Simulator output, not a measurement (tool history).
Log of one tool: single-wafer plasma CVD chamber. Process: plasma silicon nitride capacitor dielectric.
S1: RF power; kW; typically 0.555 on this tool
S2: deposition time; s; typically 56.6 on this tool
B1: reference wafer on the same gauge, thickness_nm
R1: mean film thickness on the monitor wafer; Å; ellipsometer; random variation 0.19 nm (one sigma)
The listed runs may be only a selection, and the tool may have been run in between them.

run	hour	S1	S2	B1	R1
1	0.0	0.555	53.8	87.703	759.96
2	53.7	0.555	53.8	87.696	761.32
3	87.5	0.555	53.8	87.708	759.47
4	129.1	0.555	56.6	87.682	799.03
5	158.3	0.555	56.6	87.722	800.48
# hour 195.7: showerhead replaced
6	212.5	0.555	56.6	87.689	795.64
# hour 215.1: gauge calibrated
7	332.3	0.555	56.6	87.729	797.40
8	369.3	0.555	56.6	87.714	793.51
9	397.6	0.555	47.8	87.665	668.96
10	440.5	0.470	64.3	87.685	856.79
11	469.6	0.510	46.6	87.661	635.38
# hour 483.6: RF generator calibrated
12	538.7	0.620	66.5	87.714	988.85
13	570.7	0.555	56.6	87.752	816.59
14	623.5	0.510	49.2	87.760	688.89

Predict each of these 3 candidate next runs independently; none follows another, all start after run 14:
A	623.9	0.555	56.6	?	?
B	623.9	0.615	56.6	?	?
C	623.9	0.610	56.6	?	?

run	B1	R1
A	87.747	815.95
B	87.747	840.41
C	87.747	838.44
What these runs would have given with no unlogged condition in the tool:
run	R1
A	817.51
B	842.02
C	840.04

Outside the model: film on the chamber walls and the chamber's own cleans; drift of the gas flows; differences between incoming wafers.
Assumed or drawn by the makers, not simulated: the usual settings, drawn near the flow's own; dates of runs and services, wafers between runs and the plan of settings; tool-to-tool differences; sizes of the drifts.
